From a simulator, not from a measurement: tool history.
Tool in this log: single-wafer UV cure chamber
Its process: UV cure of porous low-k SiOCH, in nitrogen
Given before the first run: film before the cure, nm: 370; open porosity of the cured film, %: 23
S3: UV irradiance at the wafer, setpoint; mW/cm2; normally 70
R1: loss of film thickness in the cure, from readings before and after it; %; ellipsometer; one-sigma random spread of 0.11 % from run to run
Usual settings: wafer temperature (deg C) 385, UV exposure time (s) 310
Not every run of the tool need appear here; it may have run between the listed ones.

Run 1, hour 0.0: usual settings. Result: R1 11.222 %.
Run 2, hour 96.4: usual settings. Result: R1 10.776 %.
Run 3, hour 178.6: usual settings. Result: R1 10.523 %.
At hour 211.8: quartz window cleaned.
Run 4, hour 262.2: usual settings but UV exposure time (s) 455. Result: R1 13.153 %.
Run 5, hour 343.9: usual settings. Result: R1 11.399 %.
At hour 603.8: quartz window cleaned.
Run 6, hour 639.9: usual settings. Result: R1 11.312 %.
Run 7, hour 721.5: usual settings. Result: R1 11.148 %.
Run 8, hour 776.1: usual settings. Result: R1 10.857 %.
Run 9, hour 863.4: usual settings. Result: R1 10.683 %.
At hour 960.5: quartz window cleaned.
Run 10, hour 961.0: usual settings. Result: R1 11.010 %.
Run 11, hour 1000.3: usual settings. Result: R1 10.912 %.
Run 12, hour 1103.6: usual settings. Result: R1 10.932 %.
Run 13, hour 1191.1: usual settings but UV exposure time (s) 435, S3 41 mW/cm2. Result: R1 9.687 %.
Run 14, hour 1280.1: usual settings but S3 40 mW/cm2. Result: R1 7.630 %.
At hour 1324.2: quartz window cleaned.
At hour 1326.8: UV bulbs replaced.
Run 15, hour 1340.3: usual settings. Result: R1 11.492 %.
Run 16, hour 1447.2: usual settings but wafer temperature (deg C) 372, UV exposure time (s) 430. Result: R1 12.500 %.
Run 17, hour 1549.1: usual settings but UV exposure time (s) 390, S3 94 mW/cm2. Result: R1 13.516 %.
Run 18, hour 1654.3: usual settings but wafer temperature (deg C) 378, UV exposure time (s) 395, S3 59 mW/cm2. Result: R1 10.641 %.
Run 19, hour 1695.7: usual settings but wafer temperature (deg C) 397, S3 40 mW/cm2. Result: R1 8.253 %.
At hour 1766.8: quartz window cleaned.
Run 20, hour 1768.3: usual settings but wafer temperature (deg C) 392, UV exposure time (s) 185, S3 98 mW/cm2. Result: R1 10.855 %.
Run 21, hour 1832.7: usual settings. Result: R1 11.343 %.
Run 22, hour 1924.8: usual settings but wafer temperature (deg C) 369, S3 48 mW/cm2. Result: R1 9.027 %.

Results for each run, recomputed without the tool's hidden state and with each run's random variation untouched:
What the log doesn't record here: lamp output below its setpoint, %; transmission lost against a clean window, %.
run      R1
  1  11.847
  2  11.702
  3  11.726
  4  13.492
  5  11.985
  6  11.804
  7  11.891
  8  11.760
  9  11.876
 10  11.681
 11  11.701
 12  12.073
 13  11.082
 14   9.227
 15  11.629
 16  12.967
 17  14.336
 18  11.746
 19   9.453
 20  11.169
 21  11.854
 22   9.784

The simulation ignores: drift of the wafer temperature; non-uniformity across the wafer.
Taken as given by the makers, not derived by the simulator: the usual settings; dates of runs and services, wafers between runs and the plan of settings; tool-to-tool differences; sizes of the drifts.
